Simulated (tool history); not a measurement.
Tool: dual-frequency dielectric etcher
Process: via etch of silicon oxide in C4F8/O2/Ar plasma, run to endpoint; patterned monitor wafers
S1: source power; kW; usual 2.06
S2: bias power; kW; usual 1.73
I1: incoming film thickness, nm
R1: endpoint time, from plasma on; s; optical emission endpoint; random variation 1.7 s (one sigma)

run	day	S1	S2	I1	R1
1	0	2.06	1.838	1611.8	329.6
2	1.875	2.06	1.838	1597.3	323.2
3	2.525	2.06	1.838	1599.6	321.7
4	2.988	2.06	1.73	1599.8	329.7
5	3.408	1.8	1.73	1590.5	351
6	4.092	2.06	1.73	1616.3	333.9
7	4.638	2.06	1.73	1604.2	331
8	5.383	2.06	1.73	1594.6	330
9	5.904	1.82	1.73	1594.2	348.9
10	6.225	2.06	1.73	1598.7	324.5
11	6.725	2.06	1.73	1606.4	329.3
12	7.088	2.06	1.73	1604.3	330.6
13	7.558	2.06	1.73	1607.8	330.8
14	8.267	1.76	1.73	1614.5	360.7
15	8.896	2.06	1.73	1592.4	326.1
16	9.371	2.06	1.586	1583.5	337.5
17	9.904	2.56	1.449	1583.8	311.4
# day 10.992: bias power generator calibrated
# day 11.492: upper electrode replaced
18	11.512	2.26	2.111	1612.4	299.5
19	11.533	1.57	1.73	1592	376.6
# day 11.9: source power generator calibrated
20	12.404	2.06	1.838	1599.8	324.3
21	12.975	2.55	1.622	1595.6	303
# day 14.404: wet clean of the chamber
22	14.425	2.06	1.73	1598.4	327.2
23	14.442	2.2	1.73	1605.2	323.5
24	14.888	2.06	1.73	1590.9	326.2
25	15.158	2.06	1.73	1595.6	329
26	15.471	2.5	1.616	1603.7	309.9
27	16.129	1.55	2.029	1615	366.2
28	16.667	2.06	1.73	1582.7	324.5
29	18.621	2.06	1.73	1603.1	328
30	19.238	1.62	1.73	1595.8	373.1
31	19.646	2.06	1.73	1596.9	328.4
32	19.95	2.06	1.509	1601.5	343.3
33	20.517	1.81	1.73	1601.4	348.2
34	21.117	2.55	1.882	1593.1	284.5
35	21.446	1.56	1.405	1613.5	406.8

The tool's hidden state at each run:
etch rate over this chamber's usual, %: 0 in every run
source power that arrives over what is set, %: 0 in every run
bias power that arrives over what is set, %: 0 in every run
